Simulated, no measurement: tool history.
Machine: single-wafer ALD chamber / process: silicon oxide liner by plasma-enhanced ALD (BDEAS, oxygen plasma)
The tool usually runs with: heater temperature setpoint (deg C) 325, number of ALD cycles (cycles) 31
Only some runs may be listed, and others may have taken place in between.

| run | hour | heater temperature setpoint (deg C) | number of ALD cycles (cycles) | wafers since the last listed run | hours since the last thermocouple change | hours since the gauge calibration | read-back reference wafer on the same gauge, thickness_nm | mean film thickness on the monitor wafer (Å) |
|---|---|---|---|---|---|---|---|---|
| 1 | 0 | 325 | 34 | 0 | 721.3 | 703.1 | 3.258 | 30.51 |
| 2 | 57.4 | 325 | 34 | 754 | 778.7 | 760.5 | 3.257 | 30.47 |
| 3 | 132.8 | 317 | 31 | 990 | 854.1 | 835.9 | 3.259 | 28.13 |
| 4 | 241.7 | 317 | 31 | 1430 | 963 | 944.8 | 3.257 | 28.19 |
| 5 | 324.4 | 334 | 30 | 1086 | 1045.7 | 1027.5 | 3.259 | 26.64 |
| 6 | 363.9 | 334 | 30 | 518 | 1085.2 | 1067 | 3.261 | 26.51 |
| 7 | 425.4 | 334 | 30 | 808 | 1146.7 | 1128.5 | 3.261 | 26.56 |
| 8 | 513 | 311 | 25 | 1150 | 1234.3 | 1216.1 | 3.261 | 22.91 |
| 9 | 561.7 | 316 | 29 | 639 | 1283 | 1264.8 | 3.262 | 26.44 |
| 10 | 660.4 | 325 | 27 | 1296 | 1381.7 | 1363.5 | 3.259 | 24.22 |
| 11 | 701.7 | 325 | 31 | 542 | 1423 | 1404.8 | 3.257 | 27.76 |
|  | 705.1 | gauge calibrated |
|  | 751.6 | thermocouple changed; heater temperature recalibrated |
| 12 | 1023.7 | 335 | 27 | 4125 | 272.1 | 318.6 | 3.257 | 23.84 |
| 13 | 1077 | 331 | 28 | 700 | 325.4 | 371.9 | 3.259 | 24.79 |
| 14 | 1179.6 | 325 | 33 | 1348 | 428 | 474.5 | 3.259 | 29.58 |
| 15 | 1265.2 | 325 | 31 | 1124 | 513.6 | 560.1 | 3.259 | 27.83 |

Below are 4 alternative next runs, each starting from the tool's condition after run 15. Predict each:
| A | 1265.6 | 314 | 31 | 5 | 514 | 560.5 | ? | ? |
| B | 1265.6 | 320 | 31 | 5 | 514 | 560.5 | ? | ? |
| C | 1265.6 | 321 | 33 | 5 | 514 | 560.5 | ? | ? |
| D | 1265.6 | 333 | 34 | 5 | 514 | 560.5 | ? | ? |

| run | read-back reference wafer on the same gauge, thickness_nm | mean film thickness on the monitor wafer (Å) |
|---|---|---|
| A | 3.261 | 28.4 |
| B | 3.261 | 28.15 |
| C | 3.261 | 29.92 |
| D | 3.261 | 30.28 |
The same runs, with their run-to-run variation unchanged, on a tool lacking any hidden condition would have given:
| run | mean film thickness on the monitor wafer (Å) |
|---|---|
| A | 28.4 |
| B | 28.15 |
| C | 29.92 |
| D | 30.28 |
